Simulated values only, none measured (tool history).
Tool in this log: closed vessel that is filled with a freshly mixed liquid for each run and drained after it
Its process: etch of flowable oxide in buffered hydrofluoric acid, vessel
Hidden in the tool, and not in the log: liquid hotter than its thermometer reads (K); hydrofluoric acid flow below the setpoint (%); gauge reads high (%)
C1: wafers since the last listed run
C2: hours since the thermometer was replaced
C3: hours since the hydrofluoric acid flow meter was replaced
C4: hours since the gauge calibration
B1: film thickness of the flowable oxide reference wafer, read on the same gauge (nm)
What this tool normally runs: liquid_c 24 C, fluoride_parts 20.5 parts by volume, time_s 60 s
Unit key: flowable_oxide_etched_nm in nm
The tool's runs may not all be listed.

{"run": 1, "hour": 0.0, "liquid_c": 21.5, "fluoride_parts": 20.5, "time_s": 60, "C1": 0, "C2": 588.9, "C3": 849.5, "C4": 1129.5, "B1": 120.01, "flowable_oxide_etched_nm": 57.4}
{"hour": 48.2, "done": "hydrofluoric acid flow meter replaced"}
{"run": 2, "hour": 323.7, "liquid_c": 21.5, "fluoride_parts": 20.5, "time_s": 60, "C1": 41442, "C2": 912.6, "C3": 275.5, "C4": 1453.2, "B1": 120, "flowable_oxide_etched_nm": 56.53}
{"run": 3, "hour": 474.8, "liquid_c": 26.5, "fluoride_parts": 20.5, "time_s": 60, "C1": 19404, "C2": 1063.7, "C3": 426.6, "C4": 1604.3, "B1": 120.04, "flowable_oxide_etched_nm": 75.96}
{"run": 4, "hour": 519.3, "liquid_c": 26.5, "fluoride_parts": 20.5, "time_s": 60, "C1": 5714, "C2": 1108.2, "C3": 471.1, "C4": 1648.8, "B1": 119.98, "flowable_oxide_etched_nm": 75.49}
{"hour": 804.0, "done": "thermometer replaced"}
{"run": 5, "hour": 805.1, "liquid_c": 26.5, "fluoride_parts": 20.5, "time_s": 60, "C1": 36575, "C2": 1.1, "C3": 756.9, "C4": 1934.6, "B1": 119.98, "flowable_oxide_etched_nm": 74.9}
{"hour": 885.8, "done": "gauge calibrated"}
{"run": 6, "hour": 902.3, "liquid_c": 24, "fluoride_parts": 20.5, "time_s": 60, "C1": 12482, "C2": 98.3, "C3": 854.1, "C4": 16.5, "B1": 120.02, "flowable_oxide_etched_nm": 65.88}
{"run": 7, "hour": 946.5, "liquid_c": 24, "fluoride_parts": 20.5, "time_s": 60, "C1": 5676, "C2": 142.5, "C3": 898.3, "C4": 60.7, "B1": 120.02, "flowable_oxide_etched_nm": 66.07}
{"hour": 963.4, "done": "hydrofluoric acid flow meter replaced"}
{"run": 8, "hour": 1005.2, "liquid_c": 24, "fluoride_parts": 20.5, "time_s": 60, "C1": 7410, "C2": 201.2, "C3": 41.8, "C4": 119.4, "B1": 119.99, "flowable_oxide_etched_nm": 65.45}
{"run": 9, "hour": 1074.6, "liquid_c": 25.5, "fluoride_parts": 25, "time_s": 60, "C1": 8912, "C2": 270.6, "C3": 111.2, "C4": 188.8, "B1": 120.01, "flowable_oxide_etched_nm": 61.98}
{"run": 10, "hour": 1145.7, "liquid_c": 24, "fluoride_parts": 20.5, "time_s": 60, "C1": 9130, "C2": 341.7, "C3": 182.3, "C4": 259.9, "B1": 120, "flowable_oxide_etched_nm": 65.44}
{"run": 11, "hour": 1225.4, "liquid_c": 24, "fluoride_parts": 20.5, "time_s": 85, "C1": 10235, "C2": 421.4, "C3": 262, "C4": 339.6, "B1": 120.01, "flowable_oxide_etched_nm": 93.23}
{"run": 12, "hour": 1293.4, "liquid_c": 20, "fluoride_parts": 16.5, "time_s": 40, "C1": 8732, "C2": 489.4, "C3": 330, "C4": 407.6, "B1": 119.99, "flowable_oxide_etched_nm": 42.82}
{"run": 13, "hour": 1387.2, "liquid_c": 26.5, "fluoride_parts": 20.5, "time_s": 60, "C1": 12046, "C2": 583.2, "C3": 423.8, "C4": 501.4, "B1": 120.01, "flowable_oxide_etched_nm": 75.54}
{"run": 14, "hour": 1449.5, "liquid_c": 24, "fluoride_parts": 20.5, "time_s": 60, "C1": 8000, "C2": 645.5, "C3": 486.1, "C4": 563.7, "B1": 119.98, "flowable_oxide_etched_nm": 65.04}
{"run": 15, "hour": 1491.7, "liquid_c": 22, "fluoride_parts": 23.5, "time_s": 35, "C1": 5419, "C2": 687.7, "C3": 528.3, "C4": 605.9, "B1": 120.01, "flowable_oxide_etched_nm": 31.24}
{"run": 16, "hour": 1562.5, "liquid_c": 21.5, "fluoride_parts": 20.5, "time_s": 85, "C1": 9092, "C2": 758.5, "C3": 599.1, "C4": 676.7, "B1": 119.97, "flowable_oxide_etched_nm": 80.83}
{"run": 17, "hour": 1632.7, "liquid_c": 26, "fluoride_parts": 23.5, "time_s": 35, "C1": 9015, "C2": 828.7, "C3": 669.3, "C4": 746.9, "B1": 120, "flowable_oxide_etched_nm": 39.37}

Branching from run 17: 3 alternative next runs. What would each branch give?
{"run": "A", "hour": 1633.4, "liquid_c": 24, "fluoride_parts": 25, "time_s": 60, "C1": 89, "C2": 829.4, "C3": 670, "C4": 747.6, "B1": "?", "flowable_oxide_etched_nm": "?"}
{"run": "B", "hour": 1633.4, "liquid_c": 24, "fluoride_parts": 27.5, "time_s": 60, "C1": 89, "C2": 829.4, "C3": 670, "C4": 747.6, "B1": "?", "flowable_oxide_etched_nm": "?"}
{"run": "C", "hour": 1633.4, "liquid_c": 19.5, "fluoride_parts": 20.5, "time_s": 30, "C1": 89, "C2": 829.4, "C3": 670, "C4": 747.6, "B1": "?", "flowable_oxide_etched_nm": "?"}

run=A B1=120.03 flowable_oxide_etched_nm=57.41
run=B B1=120.03 flowable_oxide_etched_nm=53.77
run=C B1=120.03 flowable_oxide_etched_nm=25.63
Had the tool no hidden state, the same runs would have come out as:
run=A flowable_oxide_etched_nm=57.41
run=B flowable_oxide_etched_nm=53.77
run=C flowable_oxide_etched_nm=25.63
